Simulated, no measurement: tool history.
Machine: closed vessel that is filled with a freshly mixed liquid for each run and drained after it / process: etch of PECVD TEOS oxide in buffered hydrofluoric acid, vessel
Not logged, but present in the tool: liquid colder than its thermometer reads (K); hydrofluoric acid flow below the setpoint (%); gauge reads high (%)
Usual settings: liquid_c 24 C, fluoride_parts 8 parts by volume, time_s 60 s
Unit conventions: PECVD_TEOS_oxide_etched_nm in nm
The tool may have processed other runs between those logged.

| run | hour | liquid_c | fluoride_parts | time_s | wafers since the last listed run | hours since the thermometer was replaced | hours since the hydrofluoric acid flow meter was replaced | hours since the gauge calibration | read-back film thickness of the PECVD TEOS oxide reference wafer, read on the same gauge (nm) | PECVD_TEOS_oxide_etched_nm |
|---|---|---|---|---|---|---|---|---|---|---|
| 1 | 0 | 24 | 7.5 | 60 | 0 | 1344.6 | 624.9 | 546.3 | 147.77 | 175.19 |
| 2 | 28.8 | 24 | 7.5 | 60 | 2343 | 1373.4 | 653.7 | 575.1 | 147.6 | 176.81 |
| 3 | 91.3 | 21.5 | 8 | 60 | 5085 | 1435.9 | 716.2 | 637.6 | 147.2 | 142.13 |
| 4 | 117.5 | 21.5 | 8 | 60 | 2132 | 1462.1 | 742.4 | 663.8 | 147 | 140.1 |
| 5 | 177 | 24 | 8 | 60 | 4841 | 1521.6 | 801.9 | 723.3 | 146.63 | 161.08 |
| 6 | 246.6 | 24 | 8 | 40 | 5663 | 1591.2 | 871.5 | 792.9 | 146.08 | 107.92 |
| 7 | 302 | 24 | 8 | 40 | 4508 | 1646.6 | 926.9 | 848.3 | 145.58 | 109.41 |
| 8 | 348.9 | 24 | 8 | 60 | 3816 | 1693.5 | 973.8 | 895.2 | 145.11 | 162.1 |
| 9 | 397.3 | 24 | 8 | 60 | 3938 | 1741.9 | 1022.2 | 943.6 | 144.67 | 160.95 |
| 10 | 462.5 | 24 | 8 | 60 | 5305 | 1807.1 | 1087.4 | 1008.8 | 144.03 | 157.74 |
|  | 520.4 | thermometer replaced |
| 11 | 526.6 | 24 | 8 | 45 | 5134 | 6.2 | 1151.5 | 1072.9 | 143.3 | 119.68 |
|  | 549.3 | gauge calibrated |
| 12 | 571.1 | 24 | 8 | 45 | 3621 | 50.7 | 1196 | 21.8 | 149.59 | 122.96 |
| 13 | 618.3 | 24 | 8 | 45 | 3840 | 97.9 | 1243.2 | 69 | 149.52 | 123.54 |
| 14 | 670.5 | 24 | 9.5 | 60 | 4247 | 150.1 | 1295.4 | 121.2 | 149.52 | 139.89 |
| 15 | 720.1 | 24 | 10 | 90 | 4036 | 199.7 | 1345 | 170.8 | 149.39 | 202.65 |
| 16 | 745.9 | 19.5 | 9.5 | 30 | 2099 | 225.5 | 1370.8 | 196.6 | 149.38 | 53.91 |
|  | 758.8 | hydrofluoric acid flow meter replaced |
| 17 | 800.5 | 24 | 8 | 60 | 4361 | 280.1 | 41.7 | 251.2 | 149.2 | 166.13 |
| 18 | 845.7 | 24 | 8 | 90 | 3678 | 325.3 | 86.9 | 296.4 | 149.08 | 248.5 |
| 19 | 900.3 | 22 | 9.5 | 95 | 4443 | 379.9 | 141.5 | 351 | 148.92 | 195.88 |
| 20 | 938.7 | 24 | 8 | 60 | 3124 | 418.3 | 179.9 | 389.4 | 148.79 | 166.31 |
| 21 | 1006.8 | 24 | 8 | 35 | 5541 | 486.4 | 248 | 457.5 | 148.51 | 96.04 |
| 22 | 1034 | 24 | 10.5 | 60 | 2213 | 513.6 | 275.2 | 484.7 | 148.34 | 130.59 |
| 23 | 1084.7 | 24 | 8 | 60 | 4125 | 564.3 | 325.9 | 535.4 | 148.13 | 163.28 |
| 24 | 1117.6 | 24 | 8 | 70 | 2677 | 597.2 | 358.8 | 568.3 | 147.91 | 190.62 |
| 25 | 1165.6 | 22 | 8 | 60 | 3906 | 645.2 | 406.8 | 616.3 | 147.6 | 147.59 |
| 26 | 1199.2 | 24 | 8 | 60 | 2734 | 678.8 | 440.4 | 649.9 | 147.33 | 161.31 |
| 27 | 1264.4 | 24 | 8 | 60 | 5305 | 744 | 505.6 | 715.1 | 146.91 | 161.41 |

Entry by entry between the runs, the difference in hidden state between the last listed run before and the first listed run after:
Logged between run 10 and run 11: thermometer replaced (hour 520.4)
  gauge reads high (%): -3.99 -> -4.46
  measured less the result without the state, PECVD_TEOS_oxide_etched_nm: -6.56 -> -5.58 nm
Logged between run 11 and run 12: gauge calibrated (hour 549.3)
  gauge reads high (%): -4.46 -> -0.278
  measured less the result without the state, PECVD_TEOS_oxide_etched_nm: -5.58 -> -0.34 nm
Logged between run 16 and run 17: hydrofluoric acid flow meter replaced (hour 758.8)
  gauge reads high (%): -0.412 -> -0.497
  measured less the result without the state, PECVD_TEOS_oxide_etched_nm: -0.22 -> -0.83 nm
